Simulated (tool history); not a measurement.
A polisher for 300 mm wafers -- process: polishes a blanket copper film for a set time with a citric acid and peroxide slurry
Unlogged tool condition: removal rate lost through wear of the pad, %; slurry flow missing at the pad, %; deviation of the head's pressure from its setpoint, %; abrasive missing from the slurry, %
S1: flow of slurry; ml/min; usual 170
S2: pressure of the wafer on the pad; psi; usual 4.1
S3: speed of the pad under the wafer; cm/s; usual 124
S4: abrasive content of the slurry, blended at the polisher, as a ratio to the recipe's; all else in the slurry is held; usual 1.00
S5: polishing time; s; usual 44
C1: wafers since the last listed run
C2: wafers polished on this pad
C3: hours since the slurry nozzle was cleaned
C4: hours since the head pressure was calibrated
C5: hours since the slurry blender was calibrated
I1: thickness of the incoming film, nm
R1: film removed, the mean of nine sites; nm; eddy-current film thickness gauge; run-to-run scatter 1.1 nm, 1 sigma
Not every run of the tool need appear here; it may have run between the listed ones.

Run 1, day 0.000: usual settings; C1 0; C2 321; C3 212.3; C4 787.9; C5 373.7; I1 1261.1. Result: R1 147.8 nm.
Run 2, day 0.704: usual settings; C1 165; C2 486; C3 229.2; C4 804.8; C5 390.6; I1 1251.5. Result: R1 145.6 nm.
Run 3, day 1.712: usual settings but S4 0.95; C1 236; C2 722; C3 253.4; C4 829.0; C5 414.8; I1 1274.3. Result: R1 143.4 nm.
At day 2.133: worn pad replaced by a new one.
Run 4, day 2.725: usual settings but S4 0.95; C1 198; C2 138; C3 277.7; C4 853.3; C5 439.1; I1 1266.9. Result: R1 141.3 nm.
Run 5, day 3.629: usual settings; C1 211; C2 350; C3 299.4; C4 875.0; C5 460.8; I1 1242.8. Result: R1 142.4 nm.
Run 6, day 5.029: usual settings but S2 4.4 psi; C1 328; C2 678; C3 333.0; C4 908.6; C5 494.4; I1 1254.0. Result: R1 149.5 nm.
At day 5.212: worn pad replaced by a new one.
At day 5.654: slurry blender recalibrated.
Run 7, day 5.675: usual settings but S3 90 cm/s; C1 92; C2 88; C3 348.5; C4 924.1; C5 0.5; I1 1258.0. Result: R1 127.1 nm.
Run 8, day 6.525: usual settings but S1 155 ml/min; C1 199; C2 288; C3 368.9; C4 944.5; C5 20.9; I1 1249.7. Result: R1 160.1 nm.
Run 9, day 7.267: usual settings; C1 173; C2 461; C3 386.7; C4 962.3; C5 38.7; I1 1239.9. Result: R1 160.1 nm.
At day 7.829: head pressure recalibrated.
Run 10, day 8.029: usual settings but S2 5.1 psi, S5 36 s; C1 159; C2 621; C3 405.0; C4 4.8; C5 57.0; I1 1279.2. Result: R1 159.6 nm.
At day 8.567: slurry nozzle cleaned.
At day 8.700: worn pad replaced by a new one.
Run 11, day 8.938: usual settings but S5 34 s; C1 171; C2 55; C3 8.9; C4 26.6; C5 78.8; I1 1261.5. Result: R1 123.1 nm.
Run 12, day 9.942: usual settings but S1 185 ml/min, S2 4.6 psi, S3 102 cm/s; C1 235; C2 290; C3 33.0; C4 50.7; C5 102.9; I1 1256.9. Result: R1 153.2 nm.
Run 13, day 10.517: usual settings but S1 150 ml/min, S5 52 s; C1 134; C2 425; C3 46.8; C4 64.5; C5 116.7; I1 1267.3. Result: R1 184.1 nm.
Run 14, day 11.658: usual settings but S1 185 ml/min, S2 4.6 psi, S3 102 cm/s; C1 267; C2 693; C3 74.2; C4 91.9; C5 144.1; I1 1235.8. Result: R1 151.8 nm.

Alternative continuations, all from the tool just after run 14; predict every row:
Run A, day 11.675: usual settings but S2 4.5 psi; C1 3; C2 696; C3 74.6; C4 92.3; C5 144.5; I1 1283.6. Result: R1 ?.
Run B, day 11.675: usual settings but S4 0.70; C1 3; C2 696; C3 74.6; C4 92.3; C5 144.5; I1 1283.6. Result: R1 ?.
Run C, day 11.675: usual settings but S3 146 cm/s, S4 0.70, S5 35 s; C1 3; C2 696; C3 74.6; C4 92.3; C5 144.5; I1 1283.6. Result: R1 ?.
Run D, day 11.675: usual settings but S3 104 cm/s, S5 57 s; C1 3; C2 696; C3 74.6; C4 92.3; C5 144.5; I1 1283.6. Result: R1 ?.

run     R1
  A  172.4
  B  142.9
  C  130.1
  D  177.6
Take away the tool's hidden state, keep each run's random variation, and the runs would have read:
run     R1
  A  179.2
  B  148.1
  C  134.9
  D  184.6
